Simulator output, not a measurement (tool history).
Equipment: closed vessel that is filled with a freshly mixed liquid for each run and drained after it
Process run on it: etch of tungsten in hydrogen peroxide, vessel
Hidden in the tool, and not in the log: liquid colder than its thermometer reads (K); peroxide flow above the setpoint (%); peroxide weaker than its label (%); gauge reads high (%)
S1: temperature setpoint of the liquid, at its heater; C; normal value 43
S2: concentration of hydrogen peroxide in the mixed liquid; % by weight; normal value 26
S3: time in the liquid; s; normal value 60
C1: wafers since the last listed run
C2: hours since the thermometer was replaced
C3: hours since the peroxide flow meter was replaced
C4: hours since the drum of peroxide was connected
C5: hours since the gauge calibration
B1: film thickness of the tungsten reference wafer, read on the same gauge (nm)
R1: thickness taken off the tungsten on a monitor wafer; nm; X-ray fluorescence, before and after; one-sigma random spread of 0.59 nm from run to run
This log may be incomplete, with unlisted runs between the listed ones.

| run | day | S1 | S2 | S3 | C1 | C2 | C3 | C4 | C5 | B1 | R1 |
|---|---|---|---|---|---|---|---|---|---|---|---|
| 1 | 0 | 43 | 26 | 60 | 0 | 302.6 | 967.3 | 218 | 90.9 | 40.03 | 122.76 |
| 2 | 2.629 | 43 | 26 | 60 | 4216 | 365.7 | 1030.4 | 281.1 | 154 | 40 | 122.93 |
| 3 | 5.396 | 43 | 26 | 60 | 4437 | 432.1 | 1096.8 | 347.5 | 220.4 | 40.06 | 123.71 |
| 4 | 6.667 | 43 | 26 | 60 | 2038 | 462.6 | 1127.3 | 378 | 250.9 | 40.01 | 123.62 |
| 5 | 8.308 | 43 | 26 | 60 | 2632 | 502 | 1166.7 | 417.4 | 290.3 | 39.98 | 124.4 |
| 6 | 10.833 | 43 | 26 | 60 | 4049 | 562.6 | 1227.3 | 478 | 350.9 | 39.99 | 124.95 |
| 7 | 11.979 | 43 | 26 | 60 | 1837 | 590.1 | 1254.8 | 505.5 | 378.4 | 39.99 | 124.85 |
| 8 | 13.825 | 43 | 26 | 60 | 2960 | 634.4 | 1299.1 | 549.8 | 422.7 | 40.02 | 124.43 |
|  | 13.958 | thermometer replaced |
| 9 | 16.117 | 43 | 26 | 60 | 3608 | 51.8 | 1354.1 | 604.8 | 477.7 | 39.97 | 124.55 |
|  | 16.183 | peroxide flow meter replaced |
| 10 | 17.554 | 43 | 26 | 60 | 2238 | 86.3 | 32.9 | 639.3 | 512.2 | 40.01 | 118.79 |
| 11 | 19.671 | 43 | 21.5 | 60 | 3394 | 137.1 | 83.7 | 690.1 | 563 | 39.98 | 110.13 |
| 12 | 21.85 | 43 | 20 | 90 | 3494 | 189.4 | 136 | 742.4 | 615.3 | 40.01 | 156.96 |
| 13 | 23.812 | 43 | 26 | 85 | 3147 | 236.5 | 183.1 | 789.5 | 662.4 | 39.97 | 171.25 |
|  | 24.508 | new drum of peroxide connected |
|  | 25.717 | gauge calibrated |
| 14 | 26.704 | 38.5 | 30 | 60 | 4570 | 305.9 | 252.5 | 52.7 | 23.7 | 39.99 | 97.03 |
| 15 | 29.542 | 37 | 23 | 30 | 4550 | 374 | 320.6 | 120.8 | 91.8 | 40.02 | 38.73 |
| 16 | 31.808 | 43 | 26 | 60 | 3635 | 428.4 | 375 | 175.2 | 146.2 | 40.02 | 121.1 |
| 17 | 34.538 | 49.5 | 26 | 80 | 4376 | 493.9 | 440.5 | 240.7 | 211.7 | 40.04 | 243.24 |
| 18 | 35.696 | 43 | 26 | 40 | 1857 | 521.7 | 468.3 | 268.5 | 239.5 | 40.03 | 80.7 |

Consider 3 possible next runs. They are alternatives, not a sequence: every one starts from the tool as it was left by run 18. What does each give?
| A | 35.725 | 51.5 | 26 | 60 | 46 | 522.4 | 469 | 269.2 | 240.2 | ? | ? |
| B | 35.725 | 36 | 20 | 75 | 46 | 522.4 | 469 | 269.2 | 240.2 | ? | ? |
| C | 35.725 | 43 | 30 | 60 | 46 | 522.4 | 469 | 269.2 | 240.2 | ? | ? |

| run | B1 | R1 |
|---|---|---|
| A | 39.99 | 207.41 |
| B | 39.99 | 84.86 |
| C | 39.99 | 130.06 |
Take away the tool's hidden state, keep each run's random variation, and the runs would have read:
| run | R1 |
|---|---|
| A | 202.07 |
| B | 82.67 |
| C | 127.95 |
